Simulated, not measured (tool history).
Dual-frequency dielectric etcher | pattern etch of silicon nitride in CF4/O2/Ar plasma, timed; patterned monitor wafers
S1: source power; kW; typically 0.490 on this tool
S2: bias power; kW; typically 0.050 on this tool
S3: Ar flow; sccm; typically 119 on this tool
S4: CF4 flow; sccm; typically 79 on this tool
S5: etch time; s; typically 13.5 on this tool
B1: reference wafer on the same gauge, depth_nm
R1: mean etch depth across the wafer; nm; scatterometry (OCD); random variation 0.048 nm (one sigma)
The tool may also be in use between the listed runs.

run	hour	S1	S2	S3	S4	S5	B1	R1
1	0.0	0.490	0.050	119	79	13.5	25.39	22.48
2	60.9	0.490	0.050	119	79	13.5	25.39	22.41
# hour 70.0: gauge calibrated
3	120.4	0.490	0.050	119	79	13.5	25.37	22.61
4	153.5	0.490	0.050	119	79	13.5	25.40	22.58
5	179.6	0.490	0.050	119	79	13.5	25.43	22.62
# hour 206.6: Ar flow controller replaced
6	207.1	0.490	0.050	119	79	13.5	25.41	22.65
# hour 238.4: wet clean of the chamber
7	238.9	0.490	0.050	119	79	13.5	25.42	22.25
# hour 259.5: CF4 flow controller replaced
8	281.5	0.490	0.050	119	79	13.5	25.39	22.33
# hour 306.3: source power generator calibrated
9	330.7	0.560	0.050	119	67	13.5	25.43	25.02
# hour 355.0: upper electrode replaced
10	381.9	0.490	0.050	119	79	13.5	25.42	22.44
11	427.6	0.490	0.050	119	79	13.5	25.39	22.49
# hour 447.6: gauge calibrated
# hour 482.2: bias power generator calibrated
12	482.7	0.600	0.050	119	90	13.5	25.39	28.25
13	513.5	0.400	0.050	143	65	11.5	25.39	14.73
14	545.4	0.490	0.050	119	95	12.5	25.39	21.48
15	573.5	0.490	0.050	107	79	13.5	25.38	22.98
# hour 642.1: wet clean of the chamber
16	642.6	0.490	0.050	106	65	12.0	25.39	19.63
17	672.6	0.490	0.059	144	79	13.5	25.41	23.31

5 options for the next run, each taken on its own from the tool as it stands now. Forecast them:
A	673.0	0.490	0.050	134	79	13.5	?	?
B	673.0	0.580	0.050	119	79	13.5	?	?
C	673.0	0.580	0.050	119	67	13.5	?	?
D	673.0	0.490	0.040	119	79	13.5	?	?
E	673.0	0.550	0.039	119	79	13.5	?	?

run	B1	R1
A	25.39	22.18
B	25.39	26.80
C	25.39	26.17
D	25.39	20.69
E	25.39	23.12
Stripped of hidden state, with their random variation kept, the same runs would have yielded:
run	R1
A	22.07
B	26.67
C	26.04
D	20.59
E	23.01
